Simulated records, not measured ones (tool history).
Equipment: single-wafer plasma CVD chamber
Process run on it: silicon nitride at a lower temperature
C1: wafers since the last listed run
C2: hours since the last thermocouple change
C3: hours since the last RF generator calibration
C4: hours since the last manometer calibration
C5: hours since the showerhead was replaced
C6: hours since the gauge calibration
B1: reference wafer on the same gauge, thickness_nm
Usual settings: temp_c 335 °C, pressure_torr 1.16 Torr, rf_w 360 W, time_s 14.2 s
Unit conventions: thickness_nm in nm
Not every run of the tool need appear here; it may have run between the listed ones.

{"run": 1, "hour": 0.0, "temp_c": 335, "pressure_torr": 1.16, "rf_w": 360, "time_s": 14.2, "C1": 0, "C2": 2032.3, "C3": 1182.5, "C4": 837.6, "C5": 2600.2, "C6": 607.6, "B1": 14.967, "thickness_nm": 18.076}
{"run": 2, "hour": 46.9, "temp_c": 335, "pressure_torr": 1.16, "rf_w": 360, "time_s": 14.2, "C1": 868, "C2": 2079.2, "C3": 1229.4, "C4": 884.5, "C5": 2647.1, "C6": 654.5, "B1": 14.931, "thickness_nm": 18.079}
{"run": 3, "hour": 95.7, "temp_c": 335, "pressure_torr": 1.16, "rf_w": 360, "time_s": 14.2, "C1": 903, "C2": 2128.0, "C3": 1278.2, "C4": 933.3, "C5": 2695.9, "C6": 703.3, "B1": 14.913, "thickness_nm": 18.104}
{"run": 4, "hour": 138.4, "temp_c": 335, "pressure_torr": 1.16, "rf_w": 360, "time_s": 14.2, "C1": 790, "C2": 2170.7, "C3": 1320.9, "C4": 976.0, "C5": 2738.6, "C6": 746.0, "B1": 14.893, "thickness_nm": 18.035}
{"run": 5, "hour": 196.4, "temp_c": 335, "pressure_torr": 1.16, "rf_w": 360, "time_s": 14.2, "C1": 1073, "C2": 2228.7, "C3": 1378.9, "C4": 1034.0, "C5": 2796.6, "C6": 804.0, "B1": 14.853, "thickness_nm": 17.937}
{"hour": 209.9, "done": "gauge calibrated"}
{"hour": 242.8, "done": "thermocouple changed; heater temperature recalibrated"}
{"run": 6, "hour": 245.1, "temp_c": 335, "pressure_torr": 1.16, "rf_w": 360, "time_s": 14.2, "C1": 753, "C2": 2.3, "C3": 1427.6, "C4": 1082.7, "C5": 2845.3, "C6": 35.2, "B1": 15.217, "thickness_nm": 18.354}
{"run": 7, "hour": 284.5, "temp_c": 335, "pressure_torr": 1.16, "rf_w": 360, "time_s": 14.2, "C1": 729, "C2": 41.7, "C3": 1467.0, "C4": 1122.1, "C5": 2884.7, "C6": 74.6, "B1": 15.194, "thickness_nm": 18.403}
{"run": 8, "hour": 342.1, "temp_c": 335, "pressure_torr": 1.16, "rf_w": 360, "time_s": 14.2, "C1": 1066, "C2": 99.3, "C3": 1524.6, "C4": 1179.7, "C5": 2942.3, "C6": 132.2, "B1": 15.171, "thickness_nm": 18.358}
{"run": 9, "hour": 366.8, "temp_c": 335, "pressure_torr": 1.16, "rf_w": 360, "time_s": 14.2, "C1": 457, "C2": 124.0, "C3": 1549.3, "C4": 1204.4, "C5": 2967.0, "C6": 156.9, "B1": 15.156, "thickness_nm": 18.29}
{"run": 10, "hour": 413.7, "temp_c": 335, "pressure_torr": 1.16, "rf_w": 360, "time_s": 14.2, "C1": 868, "C2": 170.9, "C3": 1596.2, "C4": 1251.3, "C5": 3013.9, "C6": 203.8, "B1": 15.13, "thickness_nm": 18.337}
{"run": 11, "hour": 474.9, "temp_c": 344, "pressure_torr": 1.16, "rf_w": 315, "time_s": 14.2, "C1": 1132, "C2": 232.1, "C3": 1657.4, "C4": 1312.5, "C5": 3075.1, "C6": 265.0, "B1": 15.095, "thickness_nm": 17.318}
{"run": 12, "hour": 519.7, "temp_c": 348, "pressure_torr": 1.43, "rf_w": 335, "time_s": 13.2, "C1": 829, "C2": 276.9, "C3": 1702.2, "C4": 1357.3, "C5": 3119.9, "C6": 309.8, "B1": 15.077, "thickness_nm": 17.386}
{"run": 13, "hour": 586.2, "temp_c": 335, "pressure_torr": 1.16, "rf_w": 360, "time_s": 14.2, "C1": 1231, "C2": 343.4, "C3": 1768.7, "C4": 1423.8, "C5": 3186.4, "C6": 376.3, "B1": 15.043, "thickness_nm": 18.224}
{"run": 14, "hour": 618.5, "temp_c": 335, "pressure_torr": 0.94, "rf_w": 360, "time_s": 14.2, "C1": 597, "C2": 375.7, "C3": 1801.0, "C4": 1456.1, "C5": 3218.7, "C6": 408.6, "B1": 15.015, "thickness_nm": 17.103}
{"hour": 643.9, "done": "capacitance manometer re-zeroed and calibrated"}
{"run": 15, "hour": 671.3, "temp_c": 335, "pressure_torr": 1.16, "rf_w": 360, "time_s": 14.2, "C1": 829, "C2": 428.5, "C3": 1853.8, "C4": 27.4, "C5": 3271.5, "C6": 461.4, "B1": 14.993, "thickness_nm": 18.176}
{"hour": 685.1, "done": "RF generator calibrated"}
{"run": 16, "hour": 698.2, "temp_c": 335, "pressure_torr": 1.29, "rf_w": 410, "time_s": 12.3, "C1": 349, "C2": 455.4, "C3": 13.1, "C4": 54.3, "C5": 3298.4, "C6": 488.3, "B1": 14.982, "thickness_nm": 16.976}
{"run": 17, "hour": 741.2, "temp_c": 335, "pressure_torr": 1.06, "rf_w": 400, "time_s": 15.1, "C1": 796, "C2": 498.4, "C3": 56.1, "C4": 97.3, "C5": 3341.4, "C6": 531.3, "B1": 14.954, "thickness_nm": 19.536}
{"run": 18, "hour": 790.0, "temp_c": 335, "pressure_torr": 1.27, "rf_w": 360, "time_s": 16.2, "C1": 903, "C2": 547.2, "C3": 104.9, "C4": 146.1, "C5": 3390.2, "C6": 580.1, "B1": 14.934, "thickness_nm": 21.144}
{"run": 19, "hour": 846.6, "temp_c": 335, "pressure_torr": 1.16, "rf_w": 360, "time_s": 12.4, "C1": 1047, "C2": 603.8, "C3": 161.5, "C4": 202.7, "C5": 3446.8, "C6": 636.7, "B1": 14.894, "thickness_nm": 15.802}
{"hour": 874.5, "done": "showerhead replaced"}
{"run": 20, "hour": 877.9, "temp_c": 330, "pressure_torr": 1.16, "rf_w": 425, "time_s": 12.8, "C1": 431, "C2": 635.1, "C3": 192.8, "C4": 234.0, "C5": 3.4, "C6": 668.0, "B1": 14.88, "thickness_nm": 17.36}
{"run": 21, "hour": 913.5, "temp_c": 348, "pressure_torr": 1.43, "rf_w": 335, "time_s": 13.2, "C1": 659, "C2": 670.7, "C3": 228.4, "C4": 269.6, "C5": 39.0, "C6": 703.6, "B1": 14.875, "thickness_nm": 17.226}
{"run": 22, "hour": 951.6, "temp_c": 335, "pressure_torr": 1.16, "rf_w": 360, "time_s": 14.2, "C1": 705, "C2": 708.8, "C3": 266.5, "C4": 307.7, "C5": 77.1, "C6": 741.7, "B1": 14.854, "thickness_nm": 18.041}
{"run": 23, "hour": 1014.1, "temp_c": 341, "pressure_torr": 0.98, "rf_w": 300, "time_s": 13.2, "C1": 1157, "C2": 771.3, "C3": 329.0, "C4": 370.2, "C5": 139.6, "C6": 804.2, "B1": 14.819, "thickness_nm": 14.826}
{"run": 24, "hour": 1057.2, "temp_c": 335, "pressure_torr": 1.4, "rf_w": 360, "time_s": 12.9, "C1": 797, "C2": 814.4, "C3": 372.1, "C4": 413.3, "C5": 182.7, "C6": 847.3, "B1": 14.798, "thickness_nm": 17.092}
{"run": 25, "hour": 1097.4, "temp_c": 335, "pressure_torr": 1.16, "rf_w": 395, "time_s": 14.2, "C1": 744, "C2": 854.6, "C3": 412.3, "C4": 453.5, "C5": 222.9, "C6": 887.5, "B1": 14.78, "thickness_nm": 18.446}
{"run": 26, "hour": 1155.5, "temp_c": 325, "pressure_torr": 1.02, "rf_w": 325, "time_s": 12.8, "C1": 1075, "C2": 912.7, "C3": 470.4, "C4": 511.6, "C5": 281.0, "C6": 945.6, "B1": 14.732, "thickness_nm": 14.96}
{"run": 27, "hour": 1195.3, "temp_c": 326, "pressure_torr": 1.24, "rf_w": 380, "time_s": 15.8, "C1": 736, "C2": 952.5, "C3": 510.2, "C4": 551.4, "C5": 320.8, "C6": 985.4, "B1": 14.729, "thickness_nm": 20.559}
{"run": 28, "hour": 1221.7, "temp_c": 335, "pressure_torr": 1.27, "rf_w": 360, "time_s": 11.8, "C1": 488, "C2": 978.9, "C3": 536.6, "C4": 577.8, "C5": 347.2, "C6": 1011.8, "B1": 14.705, "thickness_nm": 15.179}
{"hour": 1242.4, "done": "gauge calibrated"}
{"run": 29, "hour": 1270.5, "temp_c": 349, "pressure_torr": 1.39, "rf_w": 360, "time_s": 14.2, "C1": 903, "C2": 1027.7, "C3": 585.4, "C4": 626.6, "C5": 396.0, "C6": 28.1, "B1": 15.341, "thickness_nm": 19.407}

What if the next run were any one of these 3? Each begins from the tool's condition after run 29:
{"run": "A", "hour": 1270.9, "temp_c": 335, "pressure_torr": 1.16, "rf_w": 360, "time_s": 14.2, "C1": 7, "C2": 1028.1, "C3": 585.8, "C4": 627.0, "C5": 396.4, "C6": 28.5, "B1": "?", "thickness_nm": "?"}
{"run": "B", "hour": 1270.9, "temp_c": 345, "pressure_torr": 1.32, "rf_w": 330, "time_s": 12.3, "C1": 7, "C2": 1028.1, "C3": 585.8, "C4": 627.0, "C5": 396.4, "C6": 28.5, "B1": "?", "thickness_nm": "?"}
{"run": "C", "hour": 1270.9, "temp_c": 320, "pressure_torr": 1.16, "rf_w": 360, "time_s": 14.2, "C1": 7, "C2": 1028.1, "C3": 585.8, "C4": 627.0, "C5": 396.4, "C6": 28.5, "B1": "?", "thickness_nm": "?"}

run=A B1=15.340 thickness_nm=18.478
run=B B1=15.340 thickness_nm=16.000
run=C B1=15.340 thickness_nm=18.564
With the hidden condition removed and each run's random variation left untouched, the same runs would have given:
run=A thickness_nm=18.433
run=B thickness_nm=15.961
run=C thickness_nm=18.519
